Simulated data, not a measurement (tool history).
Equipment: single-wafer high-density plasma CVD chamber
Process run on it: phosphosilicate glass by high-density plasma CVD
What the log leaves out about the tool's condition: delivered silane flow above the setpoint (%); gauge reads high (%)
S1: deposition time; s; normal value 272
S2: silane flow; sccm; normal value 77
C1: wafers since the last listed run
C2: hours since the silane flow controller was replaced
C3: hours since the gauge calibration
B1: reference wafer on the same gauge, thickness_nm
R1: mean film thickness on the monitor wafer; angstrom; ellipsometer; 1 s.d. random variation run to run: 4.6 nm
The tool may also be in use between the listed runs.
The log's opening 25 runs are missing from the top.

{"run": 26, "hour": 1761.7, "S1": 272, "S2": 77, "C1": 369, "C2": 4784.2, "C3": 2220.5, "B1": 1640.248, "R1": 19885.61}
{"hour": 1845.9, "done": "silane flow controller replaced"}
{"run": 27, "hour": 1860.2, "S1": 244, "S2": 83, "C1": 517, "C2": 14.3, "C3": 2319, "B1": 1639.528, "R1": 18935.66}
{"run": 28, "hour": 1957.0, "S1": 317, "S2": 69, "C1": 553, "C2": 111.1, "C3": 2415.8, "B1": 1640.699, "R1": 21125.58}
{"run": 29, "hour": 2023.5, "S1": 302, "S2": 67, "C1": 380, "C2": 177.6, "C3": 2482.3, "B1": 1638.987, "R1": 19650.2}
{"run": 30, "hour": 2076.2, "S1": 298, "S2": 65, "C1": 301, "C2": 230.3, "C3": 2535, "B1": 1639.71, "R1": 18935.1}
{"run": 31, "hour": 2113.1, "S1": 272, "S2": 77, "C1": 210, "C2": 267.2, "C3": 2571.9, "B1": 1639.594, "R1": 19879.7}
{"hour": 2156.9, "done": "gauge calibrated"}
{"run": 32, "hour": 2209.2, "S1": 321, "S2": 73, "C1": 549, "C2": 363.3, "C3": 52.3, "B1": 1640.78, "R1": 22455.29}
{"run": 33, "hour": 2272.2, "S1": 234, "S2": 77, "C1": 360, "C2": 426.3, "C3": 115.3, "B1": 1639.569, "R1": 17085.1}
{"run": 34, "hour": 2341.1, "S1": 272, "S2": 77, "C1": 393, "C2": 495.2, "C3": 184.2, "B1": 1640.14, "R1": 19799.09}
{"run": 35, "hour": 2391.1, "S1": 272, "S2": 73, "C1": 285, "C2": 545.2, "C3": 234.2, "B1": 1641.349, "R1": 19023.33}
{"run": 36, "hour": 2448.1, "S1": 272, "S2": 77, "C1": 325, "C2": 602.2, "C3": 291.2, "B1": 1640.238, "R1": 19868.96}
{"run": 37, "hour": 2487.2, "S1": 272, "S2": 77, "C1": 223, "C2": 641.3, "C3": 330.3, "B1": 1640.195, "R1": 19823.82}
{"run": 38, "hour": 2527.4, "S1": 222, "S2": 77, "C1": 229, "C2": 681.5, "C3": 370.5, "B1": 1639.932, "R1": 16171.58}
{"run": 39, "hour": 2613.1, "S1": 218, "S2": 77, "C1": 489, "C2": 767.2, "C3": 456.2, "B1": 1639.771, "R1": 15894.81}
{"run": 40, "hour": 2679.0, "S1": 324, "S2": 82, "C1": 376, "C2": 833.1, "C3": 522.1, "B1": 1640.137, "R1": 24980.58}
{"run": 41, "hour": 2732.3, "S1": 252, "S2": 77, "C1": 304, "C2": 886.4, "C3": 575.4, "B1": 1640.406, "R1": 18404.54}
{"run": 42, "hour": 2775.2, "S1": 239, "S2": 69, "C1": 245, "C2": 929.3, "C3": 618.3, "B1": 1639.523, "R1": 15922.05}
{"run": 43, "hour": 2858.4, "S1": 297, "S2": 85, "C1": 475, "C2": 1012.5, "C3": 701.5, "B1": 1640.063, "R1": 23560.05}
{"run": 44, "hour": 2907.7, "S1": 272, "S2": 67, "C1": 281, "C2": 1061.8, "C3": 750.8, "B1": 1640.463, "R1": 17779.95}
{"run": 45, "hour": 2994.1, "S1": 307, "S2": 89, "C1": 493, "C2": 1148.2, "C3": 837.2, "B1": 1640.497, "R1": 25205.44}
{"run": 46, "hour": 3064.5, "S1": 252, "S2": 77, "C1": 402, "C2": 1218.6, "C3": 907.6, "B1": 1640.487, "R1": 18414.25}
{"run": 47, "hour": 3121.1, "S1": 272, "S2": 77, "C1": 323, "C2": 1275.2, "C3": 964.2, "B1": 1639.462, "R1": 19873.96}

Here are 3 independent what-if runs from the current tool condition. What would each one return?
{"run": "A", "hour": 3121.6, "S1": 272, "S2": 77, "C1": 2, "C2": 1275.7, "C3": 964.7, "B1": "?", "R1": "?"}
{"run": "B", "hour": 3121.6, "S1": 317, "S2": 62, "C1": 2, "C2": 1275.7, "C3": 964.7, "B1": "?", "R1": "?"}
{"run": "C", "hour": 3121.6, "S1": 246, "S2": 82, "C1": 2, "C2": 1275.7, "C3": 964.7, "B1": "?", "R1": "?"}

run=A B1=1639.757 R1=19785.87
run=B B1=1639.757 R1=19359.69
run=C B1=1639.757 R1=18851.57
With the hidden condition removed and each run's random variation left untouched, the same runs would have given:
run=A R1=19785.87
run=B R1=19359.69
run=C R1=18851.57
